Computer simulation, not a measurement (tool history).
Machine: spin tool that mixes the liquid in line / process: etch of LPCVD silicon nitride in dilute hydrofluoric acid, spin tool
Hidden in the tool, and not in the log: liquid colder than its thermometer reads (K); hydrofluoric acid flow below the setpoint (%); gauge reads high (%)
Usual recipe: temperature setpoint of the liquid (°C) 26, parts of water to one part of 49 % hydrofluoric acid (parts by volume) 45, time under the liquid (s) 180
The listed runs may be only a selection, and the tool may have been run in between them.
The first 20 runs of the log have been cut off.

run,hour,temperature setpoint of the liquid (°C),parts of water to one part of 49 % hydrofluoric acid (parts by volume),time under the liquid (s),wafers since the last listed run,hours since the thermometer was replaced,hours since the hydrofluoric acid flow meter was replaced,hours since the gauge calibration,"read-back film thickness of the LPCVD silicon nitride reference wafer, read on the same gauge (nm)",thickness taken off the LPCVD silicon nitride on a monitor wafer (angstrom)
# hour 260.3: thermometer replaced
21,264.4,24.5,45,150,68,4.1,80.9,190.3,79.979,16.16
22,274.4,26,45,180,79,14.1,90.9,200.3,79.984,21.53
23,292.3,26,60,180,142,32,108.8,218.2,80.017,15.92
24,303.1,29.5,45,180,86,42.8,119.6,229,79.976,26.87
25,309.2,26,45,145,48,48.9,125.7,235.1,80.023,16.99
26,319.6,26,45,80,82,59.3,136.1,245.5,79.996,9.41
27,330.1,26,45,180,83,69.8,146.6,256,79.95,21.58
28,345.3,24.5,35,275,121,85,161.8,271.2,80.02,37.84
29,361.6,26,30,100,130,101.3,178.1,287.5,79.973,17.52
30,376.8,30.5,60,270,121,116.5,193.3,302.7,79.995,31.72
31,384.5,28.5,55,180,61,124.2,201,310.4,79.996,20.57
32,394.5,26,45,240,79,134.2,211,320.4,79.975,28.03

Branching from run 32: 5 alternative next runs. What would each branch give?
A,395,28.5,45,180,3,134.7,211.5,320.9,?,?
B,395,29.5,35,145,3,134.7,211.5,320.9,?,?
C,395,26,45,140,3,134.7,211.5,320.9,?,?
D,395,26,40,120,3,134.7,211.5,320.9,?,?
E,395,24,35,135,3,134.7,211.5,320.9,?,?

run,"read-back film thickness of the LPCVD silicon nitride reference wafer, read on the same gauge (nm)",thickness taken off the LPCVD silicon nitride on a monitor wafer (angstrom)
A,79.993,24.7
B,79.993,27.18
C,79.993,16.29
D,79.993,15.67
E,79.993,17.54
Without the tool's unlogged condition, the same runs would have read:
run,thickness taken off the LPCVD silicon nitride on a monitor wafer (angstrom)
A,25.19
B,27.72
C,16.61
D,15.98
E,17.89
